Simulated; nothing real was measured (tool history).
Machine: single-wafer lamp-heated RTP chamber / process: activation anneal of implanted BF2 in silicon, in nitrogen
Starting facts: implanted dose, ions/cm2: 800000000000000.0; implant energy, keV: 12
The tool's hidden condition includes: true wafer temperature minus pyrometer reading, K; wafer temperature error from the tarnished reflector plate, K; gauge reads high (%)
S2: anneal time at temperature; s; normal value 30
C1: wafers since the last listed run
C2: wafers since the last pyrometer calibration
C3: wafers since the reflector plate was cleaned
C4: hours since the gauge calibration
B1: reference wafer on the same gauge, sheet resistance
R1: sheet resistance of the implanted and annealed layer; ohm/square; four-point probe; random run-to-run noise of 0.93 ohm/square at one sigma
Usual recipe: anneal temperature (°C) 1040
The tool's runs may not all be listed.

run 1 hour=0.0 | anneal_temperature_(°C)=1040 S2=30 | C1=0 C2=4680 C3=7158 C4=344.9 | B1=246.73 | R1=199.51
-- hour=30.6 pyrometer window cleaned and pyrometer calibrated
run 2 hour=86.1 | anneal_temperature_(°C)=1040 S2=30 | C1=1226 C2=870 C3=8384 C4=431.0 | B1=247.01 | R1=206.40
run 3 hour=148.7 | anneal_temperature_(°C)=1048 S2=30 | C1=982 C2=1853 C3=9367 C4=493.6 | B1=247.19 | R1=195.11
-- hour=181.2 reflector plate cleaned
run 4 hour=194.0 | anneal_temperature_(°C)=1048 S2=30 | C1=585 C2=2438 C3=201 C4=538.9 | B1=246.76 | R1=200.45
run 5 hour=288.7 | anneal_temperature_(°C)=1040 S2=30 | C1=1486 C2=3925 C3=1688 C4=633.6 | B1=247.02 | R1=202.41
run 6 hour=338.5 | anneal_temperature_(°C)=1040 S2=30 | C1=781 C2=4707 C3=2469 C4=683.4 | B1=247.05 | R1=201.32
-- hour=358.4 pyrometer window cleaned and pyrometer calibrated
run 7 hour=388.7 | anneal_temperature_(°C)=1040 S2=30 | C1=662 C2=474 C3=3132 C4=733.6 | B1=247.29 | R1=208.17
run 8 hour=493.5 | anneal_temperature_(°C)=1033 S2=21 | C1=1645 C2=2120 C3=4777 C4=838.4 | B1=247.19 | R1=218.65
run 9 hour=579.9 | anneal_temperature_(°C)=1033 S2=21 | C1=1356 C2=3476 C3=6133 C4=924.8 | B1=247.28 | R1=216.37
-- hour=645.6 pyrometer window cleaned and pyrometer calibrated
run 10 hour=672.7 | anneal_temperature_(°C)=1040 S2=30 | C1=1331 C2=425 C3=7465 C4=1017.6 | B1=247.18 | R1=206.20
run 11 hour=724.3 | anneal_temperature_(°C)=1040 S2=30 | C1=810 C2=1235 C3=8275 C4=1069.2 | B1=247.35 | R1=203.04
-- hour=769.6 reflector plate cleaned
run 12 hour=802.3 | anneal_temperature_(°C)=1040 S2=30 | C1=1098 C2=2334 C3=514 C4=1147.2 | B1=247.16 | R1=205.38
run 13 hour=890.0 | anneal_temperature_(°C)=1019 S2=42 | C1=1376 C2=3711 C3=1890 C4=1234.9 | B1=247.04 | R1=210.84
-- hour=934.3 pyrometer window cleaned and pyrometer calibrated
run 14 hour=957.5 | anneal_temperature_(°C)=1049 S2=17 | C1=934 C2=364 C3=2824 C4=1302.4 | B1=247.34 | R1=212.44
-- hour=1024.0 gauge calibrated
run 15 hour=1044.0 | anneal_temperature_(°C)=1026 S2=30 | C1=1357 C2=1722 C3=4182 C4=20.0 | B1=246.65 | R1=218.25
run 16 hour=1101.6 | anneal_temperature_(°C)=1026 S2=38 | C1=904 C2=2626 C3=5086 C4=77.6 | B1=246.98 | R1=209.24
run 17 hour=1198.5 | anneal_temperature_(°C)=1057 S2=30 | C1=1521 C2=4147 C3=6608 C4=174.5 | B1=246.83 | R1=187.01
-- hour=1253.1 pyrometer window cleaned and pyrometer calibrated
run 18 hour=1284.5 | anneal_temperature_(°C)=1040 S2=30 | C1=1224 C2=492 C3=7832 C4=260.5 | B1=246.75 | R1=207.00
run 19 hour=1364.2 | anneal_temperature_(°C)=1040 S2=30 | C1=1251 C2=1744 C3=9083 C4=340.2 | B1=246.39 | R1=202.15
run 20 hour=1461.1 | anneal_temperature_(°C)=1040 S2=30 | C1=1521 C2=3265 C3=10604 C4=437.1 | B1=246.83 | R1=200.31
-- hour=1496.4 reflector plate cleaned
run 21 hour=1516.7 | anneal_temperature_(°C)=1040 S2=18 | C1=747 C2=4012 C3=319 C4=492.7 | B1=247.38 | R1=215.48
run 22 hour=1563.2 | anneal_temperature_(°C)=1048 S2=46 | C1=729 C2=4742 C3=1049 C4=539.2 | B1=246.43 | R1=186.28
-- hour=1601.1 pyrometer window cleaned and pyrometer calibrated
run 23 hour=1602.4 | anneal_temperature_(°C)=1058 S2=30 | C1=489 C2=20 C3=1538 C4=578.4 | B1=246.85 | R1=195.47

Run 24 comes next. What will it give?
run 24 hour=1641.4 | anneal_temperature_(°C)=1013 S2=15 | C1=612 C2=632 C3=2151 C4=617.4 | B1=? | R1=?

Run 24 produced B1 246.62, R1 264.65 ohm/square.
Take away the tool's hidden state, keep the run-to-run variation as it was, and the same run would have given R1 269.99 ohm/square.
